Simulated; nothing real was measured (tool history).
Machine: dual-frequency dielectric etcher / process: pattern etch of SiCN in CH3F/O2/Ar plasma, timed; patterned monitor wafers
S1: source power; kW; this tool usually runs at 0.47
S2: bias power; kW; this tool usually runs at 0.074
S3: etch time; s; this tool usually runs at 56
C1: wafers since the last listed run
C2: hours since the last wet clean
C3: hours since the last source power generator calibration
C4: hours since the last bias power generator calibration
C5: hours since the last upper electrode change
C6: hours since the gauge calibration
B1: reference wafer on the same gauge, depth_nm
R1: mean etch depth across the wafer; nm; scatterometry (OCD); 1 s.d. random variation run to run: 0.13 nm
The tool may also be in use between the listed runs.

run	hour	S1	S2	S3	C1	C2	C3	C4	C5	C6	B1	R1
1	0	0.51	0.074	56	0	144.9	4352	1864.3	4666	146	19.02	22.4
2	16.6	0.47	0.074	56	154	161.5	4368.6	1880.9	4682.6	162.6	18.99	21.44
# hour 40.9: bias power generator calibrated
# hour 46.6: upper electrode replaced
3	47.1	0.47	0.074	56	193	192	4399.1	6.2	0.5	193.1	18.98	21.86
4	47.4	0.47	0.074	56	2	192.3	4399.4	6.5	0.8	193.4	18.98	21.2
5	58.6	0.47	0.08	56	104	203.5	4410.6	17.7	12	204.6	19.02	22.54
6	76.1	0.41	0.074	43.5	162	221	4428.1	35.2	29.5	222.1	19	15.61
7	87.6	0.51	0.063	50	106	232.5	4439.6	46.7	41	233.6	18.99	18.3
8	99.5	0.53	0.074	67	110	244.4	4451.5	58.6	52.9	245.5	19	27.21
9	110.2	0.41	0.074	56	99	255.1	4462.2	69.3	63.6	256.2	18.99	20.23
10	116.8	0.47	0.074	56	61	261.7	4468.8	75.9	70.2	262.8	19	21.33
11	130	0.47	0.064	56	122	274.9	4482	89.1	83.4	276	18.98	19.86
# hour 140.8: source power generator calibrated
12	147.7	0.47	0.074	69.5	127	292.6	6.9	106.8	101.1	293.7	18.99	26.53
# hour 156.6: gauge calibrated
13	162.4	0.47	0.084	56	136	307.3	21.6	121.5	115.8	5.8	19.01	22.86
14	174.4	0.47	0.074	56	111	319.3	33.6	133.5	127.8	17.8	18.98	21.61
15	186.6	0.47	0.082	56	113	331.5	45.8	145.7	140	30	19.01	22.82
16	195.1	0.47	0.08	56	79	340	54.3	154.2	148.5	38.5	19	22.47
# hour 221.2: wet clean of the chamber
17	221.7	0.43	0.074	62.5	24	0.5	80.9	180.8	175.1	65.1	19.02	22.98
18	223.5	0.38	0.062	51.5	16	2.3	82.7	182.6	176.9	66.9	19.01	16.28
19	234.2	0.37	0.069	72.5	99	13	93.4	193.3	187.6	77.6	19.01	23.82
20	247	0.52	0.068	39.5	119	25.8	106.2	206.1	200.4	90.4	18.98	15.24
21	261.5	0.37	0.065	69.5	134	40.3	120.7	220.6	214.9	104.9	18.99	21.91
22	271.5	0.39	0.063	56	92	50.3	130.7	230.6	224.9	114.9	18.99	18.06
23	288.1	0.57	0.074	56	154	66.9	147.3	247.2	241.5	131.5	19	23.17
24	301.8	0.36	0.088	41	127	80.6	161	260.9	255.2	145.2	19.02	15.29
25	313.3	0.47	0.074	73	106	92.1	172.5	272.4	266.7	156.7	18.99	28.4
26	328	0.47	0.074	56	136	106.8	187.2	287.1	281.4	171.4	18.98	21.36
27	345.3	0.4	0.068	47.5	160	124.1	204.5	304.4	298.7	188.7	18.98	16.08
28	354.3	0.39	0.063	56	83	133.1	213.5	313.4	307.7	197.7	19.01	18.04
29	370.1	0.57	0.074	63.5	146	148.9	229.3	329.2	323.5	213.5	19.01	26.55

For each run, what was the tool's unlogged condition?
etch rate over this chamber's usual, %: 0 on each run
source power that arrives over what is set, %: 0 on each run
bias power that arrives over what is set, %: 0 on each run
gauge reads high (%): 0 on each run

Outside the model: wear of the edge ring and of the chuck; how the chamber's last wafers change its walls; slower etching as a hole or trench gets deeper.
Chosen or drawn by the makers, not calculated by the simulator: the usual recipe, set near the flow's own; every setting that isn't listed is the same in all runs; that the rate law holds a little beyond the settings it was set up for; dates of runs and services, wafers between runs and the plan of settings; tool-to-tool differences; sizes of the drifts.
